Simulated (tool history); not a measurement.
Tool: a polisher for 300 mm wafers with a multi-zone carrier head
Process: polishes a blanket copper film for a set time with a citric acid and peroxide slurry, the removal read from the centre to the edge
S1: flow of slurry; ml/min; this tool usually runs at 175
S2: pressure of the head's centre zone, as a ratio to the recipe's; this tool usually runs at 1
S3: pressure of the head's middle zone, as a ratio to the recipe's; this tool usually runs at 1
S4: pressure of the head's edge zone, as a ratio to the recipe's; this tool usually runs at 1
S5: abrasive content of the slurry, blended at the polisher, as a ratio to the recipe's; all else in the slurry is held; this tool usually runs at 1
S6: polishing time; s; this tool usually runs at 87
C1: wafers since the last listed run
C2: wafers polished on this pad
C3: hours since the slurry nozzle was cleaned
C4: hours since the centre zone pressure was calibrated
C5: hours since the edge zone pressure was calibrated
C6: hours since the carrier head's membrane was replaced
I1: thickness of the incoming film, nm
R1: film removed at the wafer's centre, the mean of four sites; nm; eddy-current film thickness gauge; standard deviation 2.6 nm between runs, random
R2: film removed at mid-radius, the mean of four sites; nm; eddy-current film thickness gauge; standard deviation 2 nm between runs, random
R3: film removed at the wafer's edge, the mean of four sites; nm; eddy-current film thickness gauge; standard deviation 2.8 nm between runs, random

run 1 hour=0 | S1=175 S2=0.95 S3=1 S4=1.07 S5=1 S6=87 | C1=0 C2=2614 C3=75.2 C4=246.8 C5=163.5 C6=336.8 | I1=867.1 | R1=242.3 R2=245.8 R3=241.8
run 2 hour=52.6 | S1=175 S2=0.95 S3=1 S4=1.07 S5=1 S6=87 | C1=595 C2=3210 C3=127.8 C4=299.4 C5=216.1 C6=389.4 | I1=861.4 | R1=249.8 R2=241.8 R3=247.4
run 3 hour=79.4 | S1=175 S2=1 S3=1 S4=1 S5=1 S6=102 | C1=303 C2=3513 C3=154.6 C4=326.2 C5=242.9 C6=416.2 | I1=863.9 | R1=301.5 R2=284.7 R3=283.4
run 4 hour=104.7 | S1=175 S2=1 S3=1 S4=1 S5=1.2 S6=87 | C1=286 C2=3800 C3=179.9 C4=351.5 C5=268.2 C6=441.5 | I1=845.8 | R1=266 R2=250.9 R3=248
run 5 hour=139.2 | S1=210 S2=0.92 S3=1 S4=1 S5=0.85 S6=64 | C1=390 C2=4191 C3=214.4 C4=386 C5=302.7 C6=476 | I1=862.8 | R1=176.8 R2=178.3 R3=170.3
-- hour=160.8 worn pad replaced by a new one, of another model than before
run 6 hour=165.2 | S1=125 S2=1 S3=1 S4=1 S5=1 S6=63 | C1=249 C2=49 C3=240.4 C4=412 C5=328.7 C6=502 | I1=855.1 | R1=180.7 R2=168.1 R3=170.9
run 7 hour=189.7 | S1=175 S2=1 S3=1 S4=1 S5=1 S6=87 | C1=277 C2=326 C3=264.9 C4=436.5 C5=353.2 C6=526.5 | I1=851.9 | R1=260.5 R2=241.9 R3=241.6
run 8 hour=257.7 | S1=120 S2=1 S3=1 S4=1 S5=1 S6=87 | C1=770 C2=1097 C3=332.9 C4=504.5 C5=421.2 C6=594.5 | I1=844.9 | R1=247.1 R2=235.8 R3=235
-- hour=284.5 slurry nozzle cleaned
-- hour=297 carrier head's membrane replaced by a new one
run 9 hour=297.5 | S1=175 S2=1 S3=1 S4=1.07 S5=0.85 S6=87 | C1=382 C2=1480 C3=13 C4=544.3 C5=461 C6=0.5 | I1=860.3 | R1=257.7 R2=233.3 R3=238.8
-- hour=324.8 edge zone pressure recalibrated
run 10 hour=325.9 | S1=175 S2=1.07 S3=1.04 S4=1 S5=1 S6=87 | C1=299 C2=1779 C3=41.4 C4=572.7 C5=1.1 C6=28.9 | I1=849.9 | R1=281.3 R2=247.7 R3=237.8
run 11 hour=385.5 | S1=175 S2=1 S3=1 S4=1 S5=1 S6=108 | C1=675 C2=2454 C3=101 C4=632.3 C5=60.7 C6=88.5 | I1=857.2 | R1=327.3 R2=299.9 R3=295
run 12 hour=428.3 | S1=175 S2=1 S3=1 S4=1.03 S5=1 S6=87 | C1=484 C2=2939 C3=143.8 C4=675.1 C5=103.5 C6=131.3 | I1=845.7 | R1=256.9 R2=243.4 R3=246.8
run 13 hour=485.4 | S1=225 S2=0.94 S3=1 S4=1 S5=0.9 S6=114 | C1=646 C2=3586 C3=200.9 C4=732.2 C5=160.6 C6=188.4 | I1=858.5 | R1=326.5 R2=317.5 R3=312.7
-- hour=536 worn pad replaced by a new one
run 14 hour=536.5 | S1=175 S2=1 S3=0.9 S4=1 S5=1 S6=87 | C1=533 C2=6 C3=252 C4=783.3 C5=211.7 C6=239.5 | I1=869.6 | R1=258.9 R2=222.8 R3=239
run 15 hour=590.9 | S1=175 S2=1 S3=1 S4=0.94 S5=1.1 S6=87 | C1=616 C2=622 C3=306.4 C4=837.7 C5=266.1 C6=293.9 | I1=863.5 | R1=265.6 R2=250.3 R3=239.4
run 16 hour=623.5 | S1=225 S2=1 S3=1 S4=0.94 S5=0.7 S6=71 | C1=369 C2=991 C3=339 C4=870.3 C5=298.7 C6=326.5 | I1=859.6 | R1=206.5 R2=188.5 R3=183.9
run 17 hour=655.8 | S1=175 S2=1 S3=1.06 S4=1 S5=1 S6=87 | C1=365 C2=1357 C3=371.3 C4=902.6 C5=331 C6=358.8 | I1=866.6 | R1=266.1 R2=257 R3=237.2
-- hour=665.6 centre zone pressure recalibrated
run 18 hour=679.9 | S1=175 S2=0.96 S3=1.1 S4=0.91 S5=0.85 S6=87 | C1=250 C2=1608 C3=395.4 C4=14.3 C5=355.1 C6=382.9 | I1=860.5 | R1=226.2 R2=252.8 R3=225.2
-- hour=709.3 slurry nozzle cleaned
run 19 hour=712.9 | S1=175 S2=1 S3=0.95 S4=1 S5=1 S6=105 | C1=362 C2=1970 C3=3.6 C4=47.3 C5=388.1 C6=415.9 | I1=845.7 | R1=296 R2=279.2 R3=289.5
run 20 hour=742.2 | S1=175 S2=1 S3=1 S4=1 S5=1 S6=87 | C1=331 C2=2302 C3=32.9 C4=76.6 C5=417.4 C6=445.2 | I1=859.6 | R1=254.3 R2=244.9 R3=244.1
-- hour=817.1 edge zone pressure recalibrated
run 21 hour=910.6 | S1=130 S2=1 S3=1 S4=1.09 S5=1 S6=63 | C1=1885 C2=4188 C3=201.3 C4=245 C5=93.5 C6=613.6 | I1=857.5 | R1=177.8 R2=170.7 R3=173.7
-- hour=924.4 carrier head's membrane replaced by a new one
-- hour=949.6 worn pad replaced by a new one
run 22 hour=957.3 | S1=175 S2=1 S3=1 S4=1 S5=1 S6=87 | C1=427 C2=86 C3=248 C4=291.7 C5=140.2 C6=32.9 | I1=861.2 | R1=255.6 R2=245.9 R3=241.9

3 ways to go on from here, each from the tool as it stands after run 22. What would each give?
run A hour=957.7 | S1=175 S2=1 S3=1 S4=1 S5=1 S6=87 | C1=4 C2=91 C3=248.4 C4=292.1 C5=140.6 C6=33.3 | I1=849.8 | R1=? R2=? R3=?
run B hour=957.7 | S1=130 S2=1 S3=1 S4=1 S5=1 S6=87 | C1=4 C2=91 C3=248.4 C4=292.1 C5=140.6 C6=33.3 | I1=849.8 | R1=? R2=? R3=?
run C hour=957.7 | S1=155 S2=1 S3=1 S4=1 S5=1 S6=78 | C1=4 C2=91 C3=248.4 C4=292.1 C5=140.6 C6=33.3 | I1=849.8 | R1=? R2=? R3=?

run=A R1=259.5 R2=241.3 R3=236.1
run=B R1=250.7 R2=234 R3=230.9
run=C R1=229.5 R2=213.7 R3=209.8
With the hidden condition removed and each run's random variation left untouched, the same runs would have given:
run=A R1=247.3 R2=241.4 R3=236.1
run=B R1=238.8 R2=234.1 R3=230.9
run=C R1=218.6 R2=213.7 R3=209.8
